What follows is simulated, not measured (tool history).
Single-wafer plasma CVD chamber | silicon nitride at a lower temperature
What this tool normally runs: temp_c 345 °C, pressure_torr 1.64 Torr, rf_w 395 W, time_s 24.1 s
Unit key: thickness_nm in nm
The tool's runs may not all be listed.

run   hour  temp_c  pressure_torr  rf_w  time_s  wafers since the last listed run  hours since the last thermocouple change  hours since the last RF generator calibration  hours since the last manometer calibration  hours since the showerhead was replaced  hours since the gauge calibration  read-back reference wafer on the same gauge, thickness_nm  thickness_nm
  1    0.0     345           1.95   335    24.1                                 0                                    1344.8                                         1101.8                                       555.2                                   6084.1                              377.6                                                     30.403        31.578
  2   25.6     340           1.64   395    24.1                               919                                    1370.4                                         1127.4                                       580.8                                   6109.7                              403.2                                                     30.401        35.258
  3   84.3     345           1.64   395    24.1                              2109                                    1429.1                                         1186.1                                       639.5                                   6168.4                              461.9                                                     30.408        34.983
  4  125.1     345           1.64   395    24.1                              1466                                    1469.9                                         1226.9                                       680.3                                   6209.2                              502.7                                                     30.400        35.355
  5  151.0     345           1.64   395    24.1                               930                                    1495.8                                         1252.8                                       706.2                                   6235.1                              528.6                                                     30.395        35.142
  6  215.5     345           1.64   395    24.1                              2317                                    1560.3                                         1317.3                                       770.7                                   6299.6                              593.1                                                     30.412        35.093
  7  286.0     345           1.64   395    24.1                              2533                                    1630.8                                         1387.8                                       841.2                                   6370.1                              663.6                                                     30.391        35.003
     340.9  -- capacitance manometer re-zeroed and calibrated
  8  341.4     345           1.64   395    24.1                              1703                                    1686.2                                         1443.2                                         0.5                                   6425.5                              719.0                                                     30.392        35.267
     372.9  -- gauge calibrated
  9  404.1     345           1.64   395    24.1                              2252                                    1748.9                                         1505.9                                        63.2                                   6488.2                               31.2                                                     30.391        35.197
 10  446.4     335           2.04   475    20.4                              1519                                    1791.2                                         1548.2                                       105.5                                   6530.5                               73.5                                                     30.393        38.439
 11  471.9     345           1.64   395    28.6                               916                                    1816.7                                         1573.7                                       131.0                                   6556.0                               99.0                                                     30.397        41.830
     515.5  -- showerhead replaced
 12  532.4     345           1.64   425    22.3                              1886                                    1877.2                                         1634.2                                       191.5                                     16.9                              159.5                                                     30.392        34.776
 13  590.8     334           1.64   395    26.9                              2098                                    1935.6                                         1692.6                                       249.9                                     75.3                              217.9                                                     30.400        39.545
 14  639.0     345           2.01   395    24.1                              1731                                    1983.8                                         1740.8                                       298.1                                    123.5                              266.1                                                     30.421        38.377
     655.8  -- RF generator calibrated
     678.2  -- thermocouple changed; heater temperature recalibrated
 15  790.4     345           1.64   395    24.1                              4865                                     112.2                                          134.6                                       449.5                                    274.9                              417.5                                                     30.398        35.163
 16  821.9     345           1.64   395    24.1                              1131                                     143.7                                          166.1                                       481.0                                    306.4                              449.0                                                     30.397        35.084
 17  849.2     345           1.64   395    26.4                               980                                     171.0                                          193.4                                       508.3                                    333.7                              476.3                                                     30.371        38.435
 18  895.4     345           1.64   395    22.8                              1660                                     217.2                                          239.6                                       554.5                                    379.9                              522.5                                                     30.402        33.240

Predict each of these 3 candidate next runs independently; none follows another, all start after run 18:
  A  895.8     345           1.64   330    24.1                                14                                     217.6                                          240.0                                       554.9                                    380.3                              522.9                                                          ?             ?
  B  895.8     345           1.45   370    20.9                                14                                     217.6                                          240.0                                       554.9                                    380.3                              522.9                                                          ?             ?
  C  895.8     345           1.42   395    21.2                                14                                     217.6                                          240.0                                       554.9                                    380.3                              522.9                                                          ?             ?

run  read-back reference wafer on the same gauge, thickness_nm  thickness_nm
  A                                                     30.380        28.879
  B                                                     30.380        26.811
  C                                                     30.380        28.755
Without the tool's unlogged condition, the same runs would have read:
run  thickness_nm
  A        28.879
  B        26.811
  C        28.755
